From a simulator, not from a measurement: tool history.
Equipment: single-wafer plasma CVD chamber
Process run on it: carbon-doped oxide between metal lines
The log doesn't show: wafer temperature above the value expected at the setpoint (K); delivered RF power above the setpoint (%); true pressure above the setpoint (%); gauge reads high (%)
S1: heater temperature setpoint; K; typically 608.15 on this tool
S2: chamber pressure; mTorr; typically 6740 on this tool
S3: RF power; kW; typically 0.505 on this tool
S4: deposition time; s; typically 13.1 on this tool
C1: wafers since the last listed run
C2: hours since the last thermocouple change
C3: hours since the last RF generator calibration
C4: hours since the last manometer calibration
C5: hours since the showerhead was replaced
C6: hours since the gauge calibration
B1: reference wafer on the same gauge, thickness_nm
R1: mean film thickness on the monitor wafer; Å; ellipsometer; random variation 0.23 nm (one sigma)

Run 1, day 0.000: usual settings; C1 0; C2 665.2; C3 209.0; C4 880.2; C5 3763.9; C6 895.0; B1 79.186. Result: R1 726.63 Å.
Run 2, day 3.000: usual settings; C1 2005; C2 737.2; C3 281.0; C4 952.2; C5 3835.9; C6 967.0; B1 79.146. Result: R1 725.03 Å.
Run 3, day 5.546: usual settings; C1 1702; C2 798.3; C3 342.1; C4 1013.3; C5 3897.0; C6 1028.1; B1 79.190. Result: R1 728.40 Å.
Run 4, day 11.208: usual settings but S3 0.535 kW; C1 3786; C2 934.2; C3 478.0; C4 1149.2; C5 4032.9; C6 1164.0; B1 79.182. Result: R1 750.86 Å.
Run 5, day 13.404: usual settings but S3 0.535 kW; C1 1468; C2 986.9; C3 530.7; C4 1201.9; C5 4085.6; C6 1216.7; B1 79.188. Result: R1 748.20 Å.
Run 6, day 15.525: usual settings but S1 600.15 K, S3 0.580 kW; C1 1418; C2 1037.8; C3 581.6; C4 1252.8; C5 4136.5; C6 1267.6; B1 79.186. Result: R1 803.36 Å.
Run 7, day 16.892: usual settings; C1 913; C2 1070.6; C3 614.4; C4 1285.6; C5 4169.3; C6 1300.4; B1 79.240. Result: R1 728.48 Å.
Run 8, day 19.408: usual settings; C1 1682; C2 1131.0; C3 674.8; C4 1346.0; C5 4229.7; C6 1360.8; B1 79.222. Result: R1 731.97 Å.
Run 9, day 20.996: usual settings but S3 0.555 kW; C1 1061; C2 1169.1; C3 712.9; C4 1384.1; C5 4267.8; C6 1398.9; B1 79.197. Result: R1 762.93 Å.
Run 10, day 23.754: usual settings; C1 1844; C2 1235.3; C3 779.1; C4 1450.3; C5 4334.0; C6 1465.1; B1 79.101. Result: R1 734.89 Å.
Run 11, day 26.146: usual settings; C1 1599; C2 1292.7; C3 836.5; C4 1507.7; C5 4391.4; C6 1522.5; B1 79.248. Result: R1 730.88 Å.
Run 12, day 27.158: usual settings but S1 616.15 K; C1 677; C2 1317.0; C3 860.8; C4 1532.0; C5 4415.7; C6 1546.8; B1 79.142. Result: R1 711.80 Å.
At day 28.396: capacitance manometer re-zeroed and calibrated.
At day 29.967: gauge calibrated.
At day 31.792: showerhead replaced, of another model than before.
Run 13, day 32.992: usual settings; C1 3454; C2 1457.0; C3 1000.8; C4 110.3; C5 28.8; C6 72.6; B1 79.304. Result: R1 731.56 Å.
At day 33.704: thermocouple changed; heater temperature recalibrated.
Run 14, day 35.604: usual settings but S3 0.430 kW; C1 1524; C2 45.6; C3 1063.5; C4 173.0; C5 91.5; C6 135.3; B1 79.125. Result: R1 683.95 Å.
Run 15, day 37.762: usual settings but S1 618.15 K, S3 0.590 kW; C1 1443; C2 97.4; C3 1115.3; C4 224.8; C5 143.3; C6 187.1; B1 79.239. Result: R1 738.96 Å.
Run 16, day 39.958: usual settings; C1 1468; C2 150.1; C3 1168.0; C4 277.5; C5 196.0; C6 239.8; B1 79.241. Result: R1 716.60 Å.
Run 17, day 42.200: usual settings but S1 622.15 K; C1 1498; C2 203.9; C3 1221.8; C4 331.3; C5 249.8; C6 293.6; B1 79.205. Result: R1 687.24 Å.
Run 18, day 43.283: usual settings but S2 7650 mTorr; C1 724; C2 229.9; C3 1247.8; C4 357.3; C5 275.8; C6 319.6; B1 79.148. Result: R1 720.93 Å.
At day 44.550: RF generator calibrated.
Run 19, day 44.908: usual settings but S1 622.15 K, S2 7450 mTorr, S3 0.420 kW, S4 14.5 s; C1 863; C2 268.9; C3 8.6; C4 396.3; C5 314.8; C6 358.6; B1 79.165. Result: R1 714.87 Å.
Run 20, day 47.367: usual settings but S1 600.15 K, S2 8070 mTorr, S3 0.420 kW, S4 14.8 s; C1 1643; C2 327.9; C3 67.6; C4 455.3; C5 373.8; C6 417.6; B1 79.146. Result: R1 791.40 Å.
Run 21, day 49.442: usual settings but S1 597.15 K; C1 1387; C2 377.7; C3 117.4; C4 505.1; C5 423.6; C6 467.4; B1 79.241. Result: R1 753.59 Å.
Run 22, day 51.812: usual settings but S2 7280 mTorr, S3 0.560 kW; C1 1585; C2 434.6; C3 174.3; C4 562.0; C5 480.5; C6 524.3; B1 79.078. Result: R1 753.33 Å.
Run 23, day 53.121: usual settings but S2 5180 mTorr; C1 874; C2 466.0; C3 205.7; C4 593.4; C5 511.9; C6 555.7; B1 79.289. Result: R1 718.46 Å.
Run 24, day 59.992: usual settings; C1 4594; C2 630.9; C3 370.6; C4 758.3; C5 676.8; C6 720.6; B1 79.209. Result: R1 721.01 Å.
Run 25, day 61.392: usual settings but S2 6100 mTorr, S3 0.430 kW, S4 12.3 s; C1 936; C2 664.5; C3 404.2; C4 791.9; C5 710.4; C6 754.2; B1 79.219. Result: R1 644.40 Å.
Run 26, day 62.458: usual settings but S1 622.15 K, S2 7450 mTorr, S3 0.420 kW, S4 14.5 s; C1 713; C2 690.1; C3 429.8; C4 817.5; C5 736.0; C6 779.8; B1 79.124. Result: R1 722.87 Å.
Run 27, day 65.242: usual settings; C1 1861; C2 756.9; C3 496.6; C4 884.3; C5 802.8; C6 846.6; B1 79.233. Result: R1 726.57 Å.
Run 28, day 67.200: usual settings; C1 1309; C2 803.9; C3 543.6; C4 931.3; C5 849.8; C6 893.6; B1 79.217. Result: R1 724.21 Å.

3 options for the next run, each taken on its own from the tool as it stands now. Forecast them:
Run A, day 67.217: usual settings; C1 11; C2 804.3; C3 544.0; C4 931.7; C5 850.2; C6 894.0; B1 ?. Result: R1 ?.
Run B, day 67.217: usual settings but S2 5700 mTorr, S4 14.9 s; C1 11; C2 804.3; C3 544.0; C4 931.7; C5 850.2; C6 894.0; B1 ?. Result: R1 ?.
Run C, day 67.217: usual settings but S1 615.15 K, S2 5610 mTorr; C1 11; C2 804.3; C3 544.0; C4 931.7; C5 850.2; C6 894.0; B1 ?. Result: R1 ?.

run      B1      R1
  A  79.220  726.48
  B  79.220  819.91
  C  79.220  704.84
Had the tool no hidden state, the same runs would have come out as:
run      R1
  A  718.80
  B  811.25
  C  697.91

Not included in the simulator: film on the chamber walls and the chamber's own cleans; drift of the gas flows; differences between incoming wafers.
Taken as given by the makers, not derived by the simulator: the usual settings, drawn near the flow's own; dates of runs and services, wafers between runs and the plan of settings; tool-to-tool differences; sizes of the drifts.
